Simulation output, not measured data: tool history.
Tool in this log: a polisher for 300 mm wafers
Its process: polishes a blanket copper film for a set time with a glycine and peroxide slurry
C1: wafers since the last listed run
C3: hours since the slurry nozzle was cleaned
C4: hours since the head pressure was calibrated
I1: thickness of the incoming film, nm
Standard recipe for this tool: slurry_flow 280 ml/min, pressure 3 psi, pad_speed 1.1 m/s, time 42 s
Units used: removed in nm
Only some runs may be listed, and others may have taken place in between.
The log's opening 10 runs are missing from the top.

At hour 426.3: worn pad replaced by a new one.
Run 11, hour 442.7: usual settings; C1 404; wafers polished on this pad 237; C3 324.3; C4 234.1; I1 1445.6. Result: removed 271.8 nm.
Run 12, hour 511.3: usual settings but time 37 s; C1 993; wafers polished on this pad 1230; C3 392.9; C4 302.7; I1 1451.6. Result: removed 238.5 nm.
Run 13, hour 550.9: usual settings but slurry_flow 215 ml/min; C1 573; wafers polished on this pad 1804; C3 432.5; C4 342.3; I1 1439.9. Result: removed 258.8 nm.
Run 14, hour 610.5: usual settings but slurry_flow 215 ml/min; C1 863; wafers polished on this pad 2667; C3 492.1; C4 401.9; I1 1424.3. Result: removed 268.7 nm.
Run 15, hour 641.1: usual settings but slurry_flow 215 ml/min; C1 443; wafers polished on this pad 3110; C3 522.7; C4 432.5; I1 1426.1. Result: removed 269.2 nm.
Run 16, hour 683.6: usual settings but slurry_flow 360 ml/min, time 36 s; C1 615; wafers polished on this pad 3725; C3 565.2; C4 475; I1 1456.6. Result: removed 232.9 nm.
Run 17, hour 716.4: usual settings but slurry_flow 205 ml/min, pressure 2.5 psi; C1 474; wafers polished on this pad 4200; C3 598; C4 507.8; I1 1415.4. Result: removed 228.1 nm.
At hour 746.7: worn pad replaced by a new one.
Run 18, hour 774.4: usual settings but pressure 3.8 psi; C1 781; wafers polished on this pad 400; C3 656; C4 565.8; I1 1459.1. Result: removed 328.3 nm.
Run 19, hour 840.4: usual settings but pressure 3.6 psi, pad_speed 1.22 m/s; C1 955; wafers polished on this pad 1356; C3 722; C4 631.8; I1 1425.2. Result: removed 335.6 nm.
At hour 873.1: slurry nozzle cleaned.
Run 20, hour 893.3: usual settings but slurry_flow 230 ml/min, time 46 s; C1 751; wafers polished on this pad 2107; C3 20.2; C4 684.7; I1 1443.3. Result: removed 293.6 nm.
At hour 897.5: head pressure recalibrated.
Run 21, hour 977.1: usual settings but pressure 3.8 psi, pad_speed 1 m/s, time 28 s; C1 1184; wafers polished on this pad 3292; C3 104; C4 79.6; I1 1441.7. Result: removed 203 nm.
Run 22, hour 1020.7: usual settings; C1 631; wafers polished on this pad 3923; C3 147.6; C4 123.2; I1 1426.7. Result: removed 267.8 nm.
At hour 1056: worn pad replaced by a new one.
Run 23, hour 1073.7: usual settings but pressure 3.7 psi, pad_speed 1.48 m/s, time 54 s; C1 709; wafers polished on this pad 255; C3 200.6; C4 176.2; I1 1453.4. Result: removed 518.2 nm.
Run 24, hour 1117.5: usual settings but slurry_flow 185 ml/min, pressure 3.4 psi, time 31 s; C1 634; wafers polished on this pad 890; C3 244.4; C4 220; I1 1440.9. Result: removed 214.6 nm.
Run 25, hour 1152.7: usual settings; C1 509; wafers polished on this pad 1399; C3 279.6; C4 255.2; I1 1442.3. Result: removed 270.4 nm.
Run 26, hour 1197: usual settings; C1 641; wafers polished on this pad 2041; C3 323.9; C4 299.5; I1 1450.8. Result: removed 269.4 nm.
Run 27, hour 1398.2: usual settings but time 32 s; C1 2913; wafers polished on this pad 4954; C3 525.1; C4 500.7; I1 1426.8. Result: removed 204.8 nm.
At hour 1404.3: worn pad replaced by a new one.
Run 28, hour 1451.2: usual settings but slurry_flow 335 ml/min, pressure 3.3 psi, time 48 s; C1 709; wafers polished on this pad 678; C3 578.1; C4 553.7; I1 1424. Result: removed 337.9 nm.
Run 29, hour 1488.2: usual settings; C1 535; wafers polished on this pad 1214; C3 615.1; C4 590.7; I1 1442.1. Result: removed 268.7 nm.
Run 30, hour 1519.1: usual settings but pressure 3.3 psi, pad_speed 0.92 m/s; C1 447; wafers polished on this pad 1661; C3 646; C4 621.6; I1 1434.3. Result: removed 254.3 nm.
Run 31, hour 1579.1: usual settings but slurry_flow 255 ml/min, time 35 s; C1 868; wafers polished on this pad 2530; C3 706; C4 681.6; I1 1439.3. Result: removed 222.5 nm.
At hour 1614.1: head pressure recalibrated.
Run 32, hour 1634.3: usual settings but pressure 2.2 psi, pad_speed 0.9 m/s; C1 770; wafers polished on this pad 3301; C3 761.2; C4 20.2; I1 1450.8. Result: removed 186.6 nm.

Here are 5 independent what-if runs from the current tool condition. What would each one return?
Run A, hour 1634.7: usual settings but pressure 2.2 psi; C1 5; wafers polished on this pad 3306; C3 761.6; C4 20.6; I1 1422.8. Result: removed ?.
Run B, hour 1634.7: usual settings but time 48 s; C1 5; wafers polished on this pad 3306; C3 761.6; C4 20.6; I1 1422.8. Result: removed ?.
Run C, hour 1634.7: usual settings but slurry_flow 375 ml/min, pressure 2.2 psi; C1 5; wafers polished on this pad 3306; C3 761.6; C4 20.6; I1 1422.8. Result: removed ?.
Run D, hour 1634.7: usual settings but slurry_flow 190 ml/min, pressure 3.5 psi, pad_speed 0.94 m/s, time 30 s; C1 5; wafers polished on this pad 3306; C3 761.6; C4 20.6; I1 1422.8. Result: removed ?.
Run E, hour 1634.7: usual settings but time 31 s; C1 5; wafers polished on this pad 3306; C3 761.6; C4 20.6; I1 1422.8. Result: removed ?.

run  removed
  A    215.3
  B    309.2
  C    219.8
  D    187.6
  E    199.7
Take away the tool's hidden state, keep each run's random variation, and the runs would have read:
run  removed
  A    215.3
  B    309.2
  C    219.8
  D    187.6
  E    199.7

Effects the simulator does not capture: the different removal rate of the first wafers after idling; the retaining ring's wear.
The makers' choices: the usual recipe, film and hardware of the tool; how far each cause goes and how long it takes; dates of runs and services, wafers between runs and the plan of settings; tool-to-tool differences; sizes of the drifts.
